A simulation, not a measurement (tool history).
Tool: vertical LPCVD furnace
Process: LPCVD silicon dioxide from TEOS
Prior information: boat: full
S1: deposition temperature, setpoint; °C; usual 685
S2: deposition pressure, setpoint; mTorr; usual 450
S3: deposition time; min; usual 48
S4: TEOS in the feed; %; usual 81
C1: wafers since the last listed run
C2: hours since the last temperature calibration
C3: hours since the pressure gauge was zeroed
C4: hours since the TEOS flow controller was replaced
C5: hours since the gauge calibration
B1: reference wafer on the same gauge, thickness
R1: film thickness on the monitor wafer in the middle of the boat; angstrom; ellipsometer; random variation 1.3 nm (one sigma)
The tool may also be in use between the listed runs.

run    hour   S1   S2    S3  S4    C1      C2      C3      C4      C5      B1      R1
  1       0  685  450    48  72     0    1520  1023.8  1646.8     914  309.88  3047.4
  2      45  685  450    48  72  1128    1565  1068.8  1691.8     959  310.34  3046.3
  3    87.6  685  450    48  71  1068  1607.6  1111.4  1734.4  1001.6   310.2  3028.5
  4   171.7  685  450    48  71  2108  1691.7  1195.5  1818.5  1085.7  309.62  3013.8
  5   243.7  685  450    48  71  1805  1763.7  1267.5  1890.5  1157.7  309.93  3012.4
      366.3  -- thermocouples replaced and temperature profile calibrated
  6   366.8  693  450    48  81  2484     0.5  1390.6  2013.6  1280.8   309.6  3897.4
  7   415.4  693  450    48  81  1218    49.1  1439.2  2062.2  1329.4  309.89  3903.6
  8   499.9  685  450    48  81  2118   133.6  1523.7  2146.7  1413.9  310.02  3242.7
  9   575.7  685  450    48  81  1900   209.4  1599.5  2222.5  1489.7  309.87    3232
 10   639.3  685  370    48  81  1594     273  1663.1  2286.1  1553.3  310.05  2924.9
      665.8  -- pressure gauge zeroed
 11   693.4  685  450    48  75   754   327.1    27.6  2340.2  1607.4   309.6  3097.7
 12   779.2  675  450  31.5  72  2151   412.9   113.4    2426  1693.2  310.05    1571
 13   852.8  691  450    65  81  1845   486.5     187  2499.6  1766.8  309.96  5017.8
 14   930.7  681  340    48  92  1953   564.4   264.9  2577.5  1844.7  309.99  2702.2
      979.9  -- TEOS flow controller replaced
 15   980.4  685  450    48  97   644   614.1   314.6     0.5  1894.4  310.02  3504.8
 16  1009.9  681  390    48  94   739   643.6   344.1      30  1923.9  310.25  2943.2
 17    1080  685  450    48  88  1757   713.7   414.2   100.1    1994  310.44  3343.3
 18  1146.6  685  450    48  81  1669   780.3   480.8   166.7  2060.6   310.4  3237.1
 19  1248.1  685  450    48  81  2545   881.8   582.3   268.2  2162.1  309.84  3227.2
 20  1324.2  696  380    48  81  1908   957.9   658.4   344.3  2238.2  310.25  3834.6
 21  1381.4  685  450    48  81  1434  1015.1   715.6   401.5  2295.4  309.95  3218.9

Run 22 has not been measured yet. What should we expect?
     1444.1  -- gauge calibrated
 22  1484.6  690  415  30  66  2587  1118.3  818.8  504.7  40.5   ?   ?

Run 22 yielded B1 309.5, R1 1950.1 angstrom.
Had the tool carried no hidden state, the very same run would have given R1 1950.1 angstrom.
